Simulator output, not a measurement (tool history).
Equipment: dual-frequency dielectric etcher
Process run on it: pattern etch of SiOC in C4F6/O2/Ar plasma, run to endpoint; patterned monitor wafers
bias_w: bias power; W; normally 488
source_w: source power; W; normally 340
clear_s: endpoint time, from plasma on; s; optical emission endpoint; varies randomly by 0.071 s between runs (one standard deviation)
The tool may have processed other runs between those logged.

run	hour	bias_w	source_w	incoming incoming film thickness, nm	clear_s
1	0.0	554	280	30.21	9.7
2	63.8	554	280	30.46	9.7
# hour 166.9: wet clean of the chamber
3	167.4	554	280	30.35	9.4
4	193.9	578	370	30.35	8.5
5	340.2	578	370	30.23	8.5
6	433.6	573	340	30.29	9.0
7	533.2	573	340	30.47	9.1
8	607.1	488	340	30.53	10.0
# hour 691.8: wet clean of the chamber
9	707.2	488	340	30.35	9.4
10	803.0	488	290	30.45	10.0
11	899.8	488	340	30.56	9.6
12	952.5	488	340	30.70	9.7
13	1022.2	488	340	30.73	9.8
14	1124.1	488	340	30.37	9.8
15	1169.1	378	270	30.63	12.0
16	1207.4	488	340	30.22	9.8
# hour 1243.4: wet clean of the chamber
17	1249.6	582	310	30.24	8.8
18	1309.6	586	390	30.79	8.3
# hour 1373.0: bias power generator calibrated
19	1397.9	488	340	30.35	9.5
20	1434.4	488	370	30.49	9.3
# hour 1489.8: source power generator calibrated
21	1490.3	538	320	30.49	9.3
22	1571.8	595	340	30.26	8.7
# hour 1639.6: upper electrode replaced
23	1651.9	587	410	30.76	8.4
24	1759.7	488	340	30.66	9.9
# hour 1848.8: wet clean of the chamber
25	1928.0	609	390	30.83	8.3
26	1985.9	523	340	30.51	9.3
27	2044.9	602	340	30.23	8.6
28	2095.2	372	410	30.40	10.3

What the log doesn't show, run by run:
bias power that arrives over what is set, %: 0 at every run
source power that arrives over what is set, %: 0 at every run
H1: etch rate over this chamber's usual, %
run	H1
1	-2.11
2	-2.68
3	-0.339
4	-0.575
5	-1.88
6	-2.71
7	-3.59
8	-4.25
9	0.106
10	-0.746
11	-1.61
12	-2.08
13	-2.7
14	-3.6
15	-4
16	-4.35
17	1.19
18	0.655
19	-0.13
20	-0.455
21	-0.953
22	-1.68
23	-2.39
24	-3.35
25	-0.331
26	-0.847
27	-1.37
28	-1.82

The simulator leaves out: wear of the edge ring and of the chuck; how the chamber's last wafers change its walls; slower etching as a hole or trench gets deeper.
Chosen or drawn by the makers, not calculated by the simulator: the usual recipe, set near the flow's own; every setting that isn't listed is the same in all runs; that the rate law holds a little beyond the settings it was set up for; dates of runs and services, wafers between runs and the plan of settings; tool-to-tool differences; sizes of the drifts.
